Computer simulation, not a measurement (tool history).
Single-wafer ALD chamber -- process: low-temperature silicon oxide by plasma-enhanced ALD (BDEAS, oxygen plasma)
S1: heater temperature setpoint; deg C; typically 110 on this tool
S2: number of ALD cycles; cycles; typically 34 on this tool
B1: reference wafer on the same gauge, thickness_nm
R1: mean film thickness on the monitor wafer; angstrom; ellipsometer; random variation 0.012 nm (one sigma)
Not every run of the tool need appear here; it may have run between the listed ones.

{"run": 1, "hour": 0.0, "S1": 110, "S2": 34, "B1": 5.031, "R1": 49.6}
{"run": 2, "hour": 35.2, "S1": 110, "S2": 34, "B1": 5.028, "R1": 49.59}
{"run": 3, "hour": 68.5, "S1": 110, "S2": 34, "B1": 5.021, "R1": 49.65}
{"run": 4, "hour": 81.3, "S1": 110, "S2": 30, "B1": 5.031, "R1": 43.53}
{"run": 5, "hour": 114.6, "S1": 110, "S2": 30, "B1": 5.021, "R1": 43.61}
{"run": 6, "hour": 135.8, "S1": 110, "S2": 30, "B1": 5.024, "R1": 43.57}
{"run": 7, "hour": 164.9, "S1": 110, "S2": 34, "B1": 5.029, "R1": 49.58}
{"run": 8, "hour": 193.8, "S1": 110, "S2": 34, "B1": 5.032, "R1": 49.24}
{"run": 9, "hour": 209.4, "S1": 110, "S2": 34, "B1": 5.029, "R1": 49.56}
{"run": 10, "hour": 226.3, "S1": 110, "S2": 34, "B1": 5.03, "R1": 49.61}
{"run": 11, "hour": 248.8, "S1": 98, "S2": 34, "B1": 5.036, "R1": 50.88}
{"run": 12, "hour": 261.3, "S1": 98, "S2": 34, "B1": 5.028, "R1": 51.05}
{"run": 13, "hour": 285.9, "S1": 110, "S2": 37, "B1": 5.023, "R1": 54.01}
{"run": 14, "hour": 314.0, "S1": 110, "S2": 37, "B1": 5.031, "R1": 54.01}
{"run": 15, "hour": 415.4, "S1": 110, "S2": 34, "B1": 5.027, "R1": 49.58}
{"run": 16, "hour": 473.5, "S1": 120, "S2": 31, "B1": 5.034, "R1": 44.06}
{"run": 17, "hour": 488.9, "S1": 115, "S2": 39, "B1": 5.028, "R1": 56.02}
{"run": 18, "hour": 514.2, "S1": 115, "S2": 39, "B1": 5.028, "R1": 56.32}
{"run": 19, "hour": 600.3, "S1": 115, "S2": 39, "B1": 5.029, "R1": 56.16}
{"hour": 604.9, "done": "gauge calibrated"}
{"run": 20, "hour": 626.7, "S1": 117, "S2": 34, "B1": 5.033, "R1": 49.02}
{"run": 21, "hour": 661.4, "S1": 117, "S2": 38, "B1": 5.034, "R1": 54.72}
{"run": 22, "hour": 674.6, "S1": 97, "S2": 41, "B1": 5.032, "R1": 61.67}
{"run": 23, "hour": 708.9, "S1": 110, "S2": 34, "B1": 5.031, "R1": 49.48}
{"run": 24, "hour": 740.0, "S1": 110, "S2": 41, "B1": 5.038, "R1": 59.7}
{"run": 25, "hour": 766.8, "S1": 110, "S2": 34, "B1": 5.027, "R1": 49.29}
{"hour": 831.5, "done": "thermocouple changed; heater temperature recalibrated"}
{"run": 26, "hour": 862.3, "S1": 110, "S2": 34, "B1": 5.025, "R1": 49.43}
{"run": 27, "hour": 893.9, "S1": 119, "S2": 40, "B1": 5.03, "R1": 57.09}
{"run": 28, "hour": 908.7, "S1": 115, "S2": 34, "B1": 5.035, "R1": 48.95}
{"run": 29, "hour": 938.8, "S1": 110, "S2": 34, "B1": 5.029, "R1": 49.6}
{"run": 30, "hour": 955.5, "S1": 110, "S2": 34, "B1": 5.027, "R1": 49.47}
{"run": 31, "hour": 974.9, "S1": 110, "S2": 34, "B1": 5.028, "R1": 49.49}
{"run": 32, "hour": 1000.4, "S1": 110, "S2": 34, "B1": 5.03, "R1": 49.62}
{"run": 33, "hour": 1035.9, "S1": 99, "S2": 40, "B1": 5.029, "R1": 59.88}
{"run": 34, "hour": 1048.1, "S1": 121, "S2": 38, "B1": 5.035, "R1": 54.06}
{"run": 35, "hour": 1073.8, "S1": 110, "S2": 31, "B1": 5.024, "R1": 44.98}
{"run": 36, "hour": 1092.4, "S1": 98, "S2": 37, "B1": 5.031, "R1": 55.2}
{"run": 37, "hour": 1109.0, "S1": 121, "S2": 34, "B1": 5.03, "R1": 48.53}
{"run": 38, "hour": 1140.3, "S1": 110, "S2": 34, "B1": 5.033, "R1": 49.77}

What was the tool's hidden state at every run in the log?
wafer temperature above the value expected at the setpoint (K): 0 in every run
gauge reads high (%): 0 in every run
